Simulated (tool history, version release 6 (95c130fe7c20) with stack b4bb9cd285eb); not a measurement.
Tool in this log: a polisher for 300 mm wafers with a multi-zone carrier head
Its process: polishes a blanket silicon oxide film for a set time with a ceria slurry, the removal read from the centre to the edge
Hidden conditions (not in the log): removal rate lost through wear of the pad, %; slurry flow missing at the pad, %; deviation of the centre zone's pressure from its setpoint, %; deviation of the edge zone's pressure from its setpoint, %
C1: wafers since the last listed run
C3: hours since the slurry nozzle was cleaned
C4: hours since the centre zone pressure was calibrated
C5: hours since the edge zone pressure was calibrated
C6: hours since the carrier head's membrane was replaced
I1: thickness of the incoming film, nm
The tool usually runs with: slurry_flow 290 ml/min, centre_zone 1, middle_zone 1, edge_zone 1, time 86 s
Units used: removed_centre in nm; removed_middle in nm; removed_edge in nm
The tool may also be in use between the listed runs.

run 1 hour=0 | slurry_flow=290 centre_zone=1 middle_zone=1 edge_zone=1 time=86 | C1=0 wafers_polished_on_this_pad=3044 C3=442.6 C4=512.9 C5=521.4 C6=994.5 | I1=1773.3 | removed_centre=483.5 removed_middle=484.5 removed_edge=486.8
-- hour=48.7 carrier head's membrane replaced by a new one
run 2 hour=93.5 | slurry_flow=290 centre_zone=1 middle_zone=1 edge_zone=1 time=86 | C1=886 wafers_polished_on_this_pad=3930 C3=536.1 C4=606.4 C5=614.9 C6=44.8 | I1=1770.8 | removed_centre=471.1 removed_middle=481 removed_edge=489.8
-- hour=142.4 centre zone pressure recalibrated, repeated, since the last time left the tool worse
run 3 hour=178.9 | slurry_flow=290 centre_zone=0.88 middle_zone=1.05 edge_zone=1.08 time=73 | C1=834 wafers_polished_on_this_pad=4765 C3=621.5 C4=36.5 C5=700.3 C6=130.2 | I1=1750.7 | removed_centre=383.5 removed_middle=415.4 removed_edge=430.5
-- hour=313.2 slurry nozzle cleaned
-- hour=352.1 worn pad replaced by a new one
run 4 hour=487.5 | slurry_flow=290 centre_zone=1 middle_zone=0.93 edge_zone=1 time=86 | C1=3039 wafers_polished_on_this_pad=1355 C3=174.3 C4=345.1 C5=1008.9 C6=438.8 | I1=1756.1 | removed_centre=527.1 removed_middle=462.5 removed_edge=492.6
run 5 hour=551.4 | slurry_flow=290 centre_zone=0.96 middle_zone=1 edge_zone=1 time=86 | C1=639 wafers_polished_on_this_pad=1995 C3=238.2 C4=409 C5=1072.8 C6=502.7 | I1=1763.1 | removed_centre=512.7 removed_middle=482.2 removed_edge=490.3
run 6 hour=651.8 | slurry_flow=290 centre_zone=1 middle_zone=1 edge_zone=1.09 time=107 | C1=1005 wafers_polished_on_this_pad=3000 C3=338.6 C4=509.4 C5=1173.2 C6=603.1 | I1=1750.8 | removed_centre=655 removed_middle=603.2 removed_edge=632.6
-- hour=765.6 edge zone pressure recalibrated
run 7 hour=771.1 | slurry_flow=380 centre_zone=0.92 middle_zone=0.97 edge_zone=1.03 time=86 | C1=1174 wafers_polished_on_this_pad=4174 C3=457.9 C4=628.7 C5=5.5 C6=722.4 | I1=1757.2 | removed_centre=505.9 removed_middle=477.2 removed_edge=494.1
-- hour=841.9 centre zone pressure recalibrated
run 8 hour=868.1 | slurry_flow=290 centre_zone=1 middle_zone=1 edge_zone=1 time=86 | C1=951 wafers_polished_on_this_pad=5125 C3=554.9 C4=26.2 C5=102.5 C6=819.4 | I1=1761 | removed_centre=500.5 removed_middle=481.1 removed_edge=488.5
run 9 hour=924.7 | slurry_flow=205 centre_zone=1 middle_zone=0.9 edge_zone=0.95 time=95 | C1=566 wafers_polished_on_this_pad=5692 C3=611.5 C4=82.8 C5=159.1 C6=876 | I1=1761.1 | removed_centre=541.4 removed_middle=486 removed_edge=515.2
-- hour=980.9 carrier head's membrane replaced by a new one
run 10 hour=1019.1 | slurry_flow=390 centre_zone=1 middle_zone=1 edge_zone=1 time=86 | C1=895 wafers_polished_on_this_pad=6587 C3=705.9 C4=177.2 C5=253.5 C6=38.2 | I1=1754.6 | removed_centre=537.1 removed_middle=482 removed_edge=501
run 11 hour=1095.8 | slurry_flow=240 centre_zone=1 middle_zone=1 edge_zone=1 time=58 | C1=767 wafers_polished_on_this_pad=7355 C3=782.6 C4=253.9 C5=330.2 C6=114.9 | I1=1736.7 | removed_centre=347.7 removed_middle=317.6 removed_edge=328.4
-- hour=1107.9 slurry nozzle cleaned
-- hour=1110.4 worn pad replaced by a new one
run 12 hour=1164.1 | slurry_flow=290 centre_zone=1 middle_zone=1 edge_zone=1.08 time=86 | C1=649 wafers_polished_on_this_pad=537 C3=56.2 C4=322.2 C5=398.5 C6=183.2 | I1=1736 | removed_centre=522.6 removed_middle=481.7 removed_edge=506.8
run 13 hour=1230.9 | slurry_flow=290 centre_zone=0.9 middle_zone=1 edge_zone=1 time=86 | C1=668 wafers_polished_on_this_pad=1206 C3=123 C4=389 C5=465.3 C6=250 | I1=1752.6 | removed_centre=481.5 removed_middle=481.7 removed_edge=487.9
run 14 hour=1312.3 | slurry_flow=290 centre_zone=1 middle_zone=0.89 edge_zone=1 time=86 | C1=814 wafers_polished_on_this_pad=2021 C3=204.4 C4=470.4 C5=546.7 C6=331.4 | I1=1777.4 | removed_centre=516.8 removed_middle=457.2 removed_edge=490.4
run 15 hour=1375.8 | slurry_flow=290 centre_zone=1 middle_zone=0.9 edge_zone=0.97 time=86 | C1=635 wafers_polished_on_this_pad=2657 C3=267.9 C4=533.9 C5=610.2 C6=394.9 | I1=1779.1 | removed_centre=534.5 removed_middle=459.4 removed_edge=490.2
run 16 hour=1416.2 | slurry_flow=290 centre_zone=1 middle_zone=1.05 edge_zone=1 time=86 | C1=404 wafers_polished_on_this_pad=3061 C3=308.3 C4=574.3 C5=650.6 C6=435.3 | I1=1740.6 | removed_centre=527.3 removed_middle=483 removed_edge=491.9
run 17 hour=1500.7 | slurry_flow=335 centre_zone=0.96 middle_zone=1 edge_zone=1 time=86 | C1=845 wafers_polished_on_this_pad=3907 C3=392.8 C4=658.8 C5=735.1 C6=519.8 | I1=1736.6 | removed_centre=521.6 removed_middle=485.3 removed_edge=488.6
-- hour=1565.3 centre zone pressure recalibrated
run 18 hour=1590 | slurry_flow=290 centre_zone=0.88 middle_zone=1 edge_zone=1 time=103 | C1=874 wafers_polished_on_this_pad=4781 C3=482.1 C4=24.7 C5=824.4 C6=609.1 | I1=1732.5 | removed_centre=537.9 removed_middle=580.6 removed_edge=583.2
run 19 hour=1675.9 | slurry_flow=290 centre_zone=1 middle_zone=1 edge_zone=1 time=86 | C1=859 wafers_polished_on_this_pad=5641 C3=568 C4=110.6 C5=910.3 C6=695 | I1=1764.8 | removed_centre=506.2 removed_middle=479.8 removed_edge=489.5
run 20 hour=1720 | slurry_flow=290 centre_zone=0.94 middle_zone=1.08 edge_zone=1.09 time=74 | C1=441 wafers_polished_on_this_pad=6083 C3=612.1 C4=154.7 C5=954.4 C6=739.1 | I1=1754.7 | removed_centre=431.3 removed_middle=422.2 removed_edge=435
run 21 hour=1764.9 | slurry_flow=290 centre_zone=1.1 middle_zone=1 edge_zone=1 time=86 | C1=449 wafers_polished_on_this_pad=6532 C3=657 C4=199.6 C5=999.3 C6=784 | I1=1733.5 | removed_centre=568.2 removed_middle=489.3 removed_edge=483.5
-- hour=1798 worn pad replaced by a new one
-- hour=1817.1 edge zone pressure recalibrated
-- hour=1829.9 slurry nozzle cleaned
run 22 hour=1847.1 | slurry_flow=290 centre_zone=1 middle_zone=1 edge_zone=1 time=86 | C1=752 wafers_polished_on_this_pad=461 C3=17.2 C4=281.8 C5=30 C6=866.2 | I1=1761.1 | removed_centre=523.3 removed_middle=476.8 removed_edge=493.9

Each row is a separate what-if for the run after 22, all from the same tool condition, not one after another. Results?
run A hour=1847.6 | slurry_flow=225 centre_zone=1 middle_zone=1 edge_zone=1 time=86 | C1=5 wafers_polished_on_this_pad=466 C3=17.7 C4=282.3 C5=30.5 C6=866.7 | I1=1756.5 | removed_centre=? removed_middle=? removed_edge=?
run B hour=1847.6 | slurry_flow=365 centre_zone=1 middle_zone=0.92 edge_zone=1 time=86 | C1=5 wafers_polished_on_this_pad=466 C3=17.7 C4=282.3 C5=30.5 C6=866.7 | I1=1756.5 | removed_centre=? removed_middle=? removed_edge=?
run C hour=1847.6 | slurry_flow=290 centre_zone=1 middle_zone=0.89 edge_zone=1.05 time=104 | C1=5 wafers_polished_on_this_pad=466 C3=17.7 C4=282.3 C5=30.5 C6=866.7 | I1=1756.5 | removed_centre=? removed_middle=? removed_edge=?
run D hour=1847.6 | slurry_flow=290 centre_zone=1 middle_zone=1.07 edge_zone=1.04 time=86 | C1=5 wafers_polished_on_this_pad=466 C3=17.7 C4=282.3 C5=30.5 C6=866.7 | I1=1756.5 | removed_centre=? removed_middle=? removed_edge=?

run=A removed_centre=513.6 removed_middle=474.3 removed_edge=485.5
run=B removed_centre=532.9 removed_middle=472.5 removed_edge=498.3
run=C removed_centre=633.6 removed_middle=554.7 removed_edge=607
run=D removed_centre=524.3 removed_middle=498.6 removed_edge=499.4
With the hidden condition removed and each run's random variation left untouched, the same runs would have given:
run=A removed_centre=484.9 removed_middle=474.5 removed_edge=485.5
run=B removed_centre=503.1 removed_middle=472.6 removed_edge=498.3
run=C removed_centre=598.2 removed_middle=554.9 removed_edge=607
run=D removed_centre=495 removed_middle=498.7 removed_edge=499.4
